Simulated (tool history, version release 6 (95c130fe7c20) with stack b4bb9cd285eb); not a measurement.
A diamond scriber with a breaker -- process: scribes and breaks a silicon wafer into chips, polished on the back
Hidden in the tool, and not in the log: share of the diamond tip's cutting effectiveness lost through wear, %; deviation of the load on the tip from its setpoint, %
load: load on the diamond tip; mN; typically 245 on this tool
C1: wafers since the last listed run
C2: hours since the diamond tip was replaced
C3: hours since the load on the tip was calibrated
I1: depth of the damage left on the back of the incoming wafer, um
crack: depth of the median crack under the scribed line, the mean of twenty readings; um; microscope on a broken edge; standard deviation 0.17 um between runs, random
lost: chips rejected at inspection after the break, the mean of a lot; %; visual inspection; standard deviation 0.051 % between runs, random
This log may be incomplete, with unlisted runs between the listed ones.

Run 1, hour 0.0: usual settings; C1 0; C2 802.4; C3 840.6; I1 0.02. Result: crack 7.98 um, lost 4.63 %.
Run 2, hour 51.2: usual settings; C1 350; C2 853.6; C3 891.8; I1 0.02. Result: crack 7.72 um, lost 4.70 %.
Run 3, hour 116.7: usual settings; C1 448; C2 919.1; C3 957.3; I1 0.01. Result: crack 7.89 um, lost 5.45 %.
Run 4, hour 155.3: usual settings; C1 264; C2 957.7; C3 995.9; I1 0.01. Result: crack 7.51 um, lost 6.03 %.
Run 5, hour 202.9: usual settings; C1 325; C2 1005.3; C3 1043.5; I1 0.05. Result: crack 7.57 um, lost 6.54 %.
Run 6, hour 247.1: usual settings; C1 302; C2 1049.5; C3 1087.7; I1 0.05. Result: crack 7.69 um, lost 7.10 %.
At hour 345.3: diamond tip replaced by a new one.
Run 7, hour 532.8: usual settings but load 304 mN; C1 1942; C2 187.5; C3 1373.4; I1 0.05. Result: crack 9.03 um, lost 2.01 %.
Run 8, hour 610.6: usual settings but load 304 mN; C1 532; C2 265.3; C3 1451.2; I1 0.01. Result: crack 8.96 um, lost 1.66 %.
Run 9, hour 655.3: usual settings but load 304 mN; C1 305; C2 310.0; C3 1495.9; I1 0.03. Result: crack 8.76 um, lost 1.58 %.
Run 10, hour 718.4: usual settings but load 192 mN; C1 431; C2 373.1; C3 1559.0; I1 0.05. Result: crack 6.16 um, lost 24.43 %.
Run 11, hour 784.5: usual settings but load 192 mN; C1 452; C2 439.2; C3 1625.1; I1 0.01. Result: crack 6.02 um, lost 27.05 %.
Run 12, hour 842.5: usual settings but load 192 mN; C1 397; C2 497.2; C3 1683.1; I1 0.03. Result: crack 5.98 um, lost 30.76 %.
Run 13, hour 896.7: usual settings but load 278 mN; C1 371; C2 551.4; C3 1737.3; I1 0.01. Result: crack 7.84 um, lost 3.86 %.
Run 14, hour 1002.3: usual settings but load 278 mN; C1 722; C2 657.0; C3 1842.9; I1 0.03. Result: crack 7.63 um, lost 5.07 %.
At hour 1054.2: load on the tip recalibrated.
Run 15, hour 1056.8: usual settings but load 278 mN; C1 359; C2 711.5; C3 2.6; I1 0.05. Result: crack 9.07 um, lost 1.50 %.
Run 16, hour 1117.7: usual settings but load 210 mN; C1 416; C2 772.4; C3 63.5; I1 0.03. Result: crack 7.39 um, lost 11.70 %.
Run 17, hour 1211.1: usual settings but load 192 mN; C1 639; C2 865.8; C3 156.9; I1 0.03. Result: crack 6.48 um, lost 20.06 %.
Run 18, hour 1298.2: usual settings but load 298 mN; C1 596; C2 952.9; C3 244.0; I1 0.01. Result: crack 9.22 um, lost 1.78 %.
At hour 1311.9: diamond tip replaced by a new one.
Run 19, hour 1355.9: usual settings; C1 381; C2 44.0; C3 301.7; I1 0.04. Result: crack 8.64 um, lost 1.74 %.
Run 20, hour 1418.5: usual settings; C1 428; C2 106.6; C3 364.3; I1 0.04. Result: crack 8.18 um, lost 1.81 %.
Run 21, hour 1471.4: usual settings; C1 362; C2 159.5; C3 417.2; I1 0.04. Result: crack 8.46 um, lost 1.88 %.
Run 22, hour 1525.2: usual settings; C1 368; C2 213.3; C3 471.0; I1 0.05. Result: crack 8.55 um, lost 2.07 %.
Run 23, hour 1617.9: usual settings but load 271 mN; C1 634; C2 306.0; C3 563.7; I1 0.01. Result: crack 8.61 um, lost 1.42 %.
Run 24, hour 1707.5: usual settings but load 185 mN; C1 613; C2 395.6; C3 653.3; I1 0.02. Result: crack 6.61 um, lost 20.70 %.

Expected results for the next run?
Run 25, hour 1801.0: usual settings but load 315 mN; C1 640; C2 489.1; C3 746.8; I1 0.05. Result: crack ?, lost ?.

{"run 25": {"crack": 9.69, "lost": 3.81}}
Minus the tool's unlogged condition, the same run would have read crack 10.60 um, lost 9.45 %.
